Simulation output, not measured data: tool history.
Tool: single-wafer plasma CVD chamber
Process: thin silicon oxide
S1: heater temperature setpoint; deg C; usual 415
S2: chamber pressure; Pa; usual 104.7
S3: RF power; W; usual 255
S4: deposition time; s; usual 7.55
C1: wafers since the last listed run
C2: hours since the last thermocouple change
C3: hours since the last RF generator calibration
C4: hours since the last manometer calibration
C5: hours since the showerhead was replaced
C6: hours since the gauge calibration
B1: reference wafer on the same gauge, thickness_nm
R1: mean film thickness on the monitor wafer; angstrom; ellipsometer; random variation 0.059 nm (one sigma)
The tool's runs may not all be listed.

run,hour,S1,S2,S3,S4,C1,C2,C3,C4,C5,C6,B1,R1
1,0.0,415,104.7,255,7.55,0,1187.8,14.3,946.7,24.7,757.0,15.227,124.92
2,29.3,415,87.9,255,7.55,1383,1217.1,43.6,976.0,54.0,786.3,15.185,102.02
3,49.8,415,87.9,255,7.55,967,1237.6,64.1,996.5,74.5,806.8,15.219,102.06
4,66.7,415,104.7,240,7.55,797,1254.5,81.0,1013.4,91.4,823.7,15.198,118.58
5,90.2,415,104.7,255,7.55,1109,1278.0,104.5,1036.9,114.9,847.2,15.200,123.04
# hour 106.9: gauge calibrated
6,108.4,415,104.7,255,7.55,859,1296.2,122.7,1055.1,133.1,1.5,15.212,123.22
7,125.5,415,97.6,255,7.55,807,1313.3,139.8,1072.2,150.2,18.6,15.194,113.82
# hour 138.4: thermocouple changed; heater temperature recalibrated
8,138.9,415,104.7,255,7.55,254,0.5,153.2,1085.6,163.6,32.0,15.186,122.27
9,150.4,415,124.3,230,7.55,542,12.0,164.7,1097.1,175.1,43.5,15.189,136.82
10,181.1,415,104.7,285,7.55,1449,42.7,195.4,1127.8,205.8,74.2,15.198,128.72
11,215.2,423,92.7,210,7.08,1609,76.8,229.5,1161.9,239.9,108.3,15.234,88.79
12,230.5,415,97.6,255,7.55,722,92.1,244.8,1177.2,255.2,123.6,15.188,112.50
# hour 248.2: capacitance manometer re-zeroed and calibrated
13,259.1,415,84.5,255,7.10,972,120.7,273.4,10.9,283.8,152.2,15.181,98.16
14,285.1,406,130.1,275,6.51,1227,146.7,299.4,36.9,309.8,178.2,15.217,142.78
15,318.6,422,119.7,295,8.53,1581,180.2,332.9,70.4,343.3,211.7,15.193,177.64
16,341.2,415,126.3,290,7.55,1066,202.8,355.5,93.0,365.9,234.3,15.165,164.62
17,364.0,422,116.7,240,7.55,1076,225.6,378.3,115.8,388.7,257.1,15.210,139.31
18,395.0,415,104.7,255,7.55,1463,256.6,409.3,146.8,419.7,288.1,15.217,130.71
19,415.6,421,119.3,230,6.13,972,277.2,429.9,167.4,440.3,308.7,15.200,113.16
20,444.1,415,104.7,255,7.55,1345,305.7,458.4,195.9,468.8,337.2,15.206,130.64
21,466.4,415,104.7,255,6.90,1052,328.0,480.7,218.2,491.1,359.5,15.223,119.55
22,486.2,415,104.7,235,7.55,934,347.8,500.5,238.0,510.9,379.3,15.168,125.41
23,509.1,419,104.7,255,9.01,1080,370.7,523.4,260.9,533.8,402.2,15.213,153.80
24,534.1,415,104.7,255,7.55,1180,395.7,548.4,285.9,558.8,427.2,15.186,129.20
25,555.8,429,89.2,255,7.55,1024,417.4,570.1,307.6,580.5,448.9,15.216,108.60
26,588.8,415,104.7,255,6.90,1557,450.4,603.1,340.6,613.5,481.9,15.197,118.98
27,608.7,415,104.7,255,7.55,939,470.3,623.0,360.5,633.4,501.8,15.195,128.28

Measured less the same run without the tool's hidden state. The same run-to-run variation is in both; the gauge's scatter may not be:
The hidden state here: wafer temperature above the value expected at the setpoint (K); delivered RF power above the setpoint (%); true pressure above the setpoint (%); gauge reads high (%).
run,R1
1,-6.79
2,-6.59
3,-6.88
4,-7.45
5,-8.12
6,-8.44
7,-8.52
8,-8.91
9,-8.79
10,-10.19
11,-8.18
12,-10.33
13,-0.11
14,-0.23
15,-0.35
16,-0.39
17,-0.44
18,-0.49
19,-0.51
20,-0.69
21,-0.73
22,-0.89
23,-1.21
24,-1.16
25,-1.15
26,-1.40
27,-1.65
